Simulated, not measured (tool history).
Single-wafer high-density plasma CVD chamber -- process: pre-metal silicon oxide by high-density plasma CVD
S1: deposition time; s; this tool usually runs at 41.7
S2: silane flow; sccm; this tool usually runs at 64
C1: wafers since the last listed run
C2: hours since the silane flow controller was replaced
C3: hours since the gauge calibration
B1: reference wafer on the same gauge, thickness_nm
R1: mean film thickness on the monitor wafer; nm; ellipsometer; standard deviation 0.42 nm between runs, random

run 1 hour=0 | S1=41.7 S2=64 | C1=0 C2=4564.7 C3=10.5 | B1=239.932 | R1=282.433
run 2 hour=14.3 | S1=41.7 S2=64 | C1=455 C2=4579 C3=24.8 | B1=239.936 | R1=282.604
run 3 hour=27 | S1=41.7 S2=64 | C1=404 C2=4591.7 C3=37.5 | B1=239.928 | R1=282.507
run 4 hour=40.4 | S1=41.7 S2=64 | C1=426 C2=4605.1 C3=50.9 | B1=239.999 | R1=282.894
run 5 hour=53.5 | S1=41.7 S2=64 | C1=417 C2=4618.2 C3=64 | B1=240.231 | R1=283.608
run 6 hour=62.8 | S1=41.7 S2=64 | C1=296 C2=4627.5 C3=73.3 | B1=240.296 | R1=282.631
run 7 hour=78.7 | S1=41.7 S2=64 | C1=506 C2=4643.4 C3=89.2 | B1=240.424 | R1=283.537
run 8 hour=95.7 | S1=49.4 S2=70 | C1=541 C2=4660.4 C3=106.2 | B1=240.705 | R1=367.239
run 9 hour=112.5 | S1=49.6 S2=52 | C1=534 C2=4677.2 C3=123 | B1=240.971 | R1=274.485
-- hour=120 gauge calibrated
-- hour=128.4 silane flow controller replaced
run 10 hour=128.9 | S1=36.2 S2=69 | C1=267 C2=0.5 C3=8.9 | B1=239.924 | R1=264.857
run 11 hour=133.9 | S1=35.3 S2=57 | C1=159 C2=5.5 C3=13.9 | B1=240.061 | R1=213.383
run 12 hour=144.5 | S1=49.4 S2=70 | C1=337 C2=16.1 C3=24.5 | B1=240.08 | R1=366.055
run 13 hour=173 | S1=41.7 S2=64 | C1=907 C2=44.6 C3=53 | B1=240.201 | R1=283.006
run 14 hour=183 | S1=33.4 S2=73 | C1=318 C2=54.6 C3=63 | B1=240.318 | R1=259.294
run 15 hour=208.8 | S1=48.4 S2=56 | C1=821 C2=80.4 C3=88.8 | B1=240.613 | R1=288.683

Below, some changes in R1 between adjacent runs. For each, the amount present without the hidden state too (settings, incoming material, random variation) and the amount remaining for the hidden state with gauge scatter not shared by both compared results:
Hidden conditions of the tool in this case: delivered silane flow above the setpoint (%); gauge reads high (%).
Run 9 -> 10: S1 49.6 -> 36.2, S2 52 -> 69, gauge calibrated, silane flow controller replaced. R1 -9.628 nm: hidden state -1.125, all else -8.503.
Run 11 -> 12: S1 35.3 -> 49.4, S2 57 -> 70. R1 +152.672 nm: hidden state +0.046, all else +152.626.
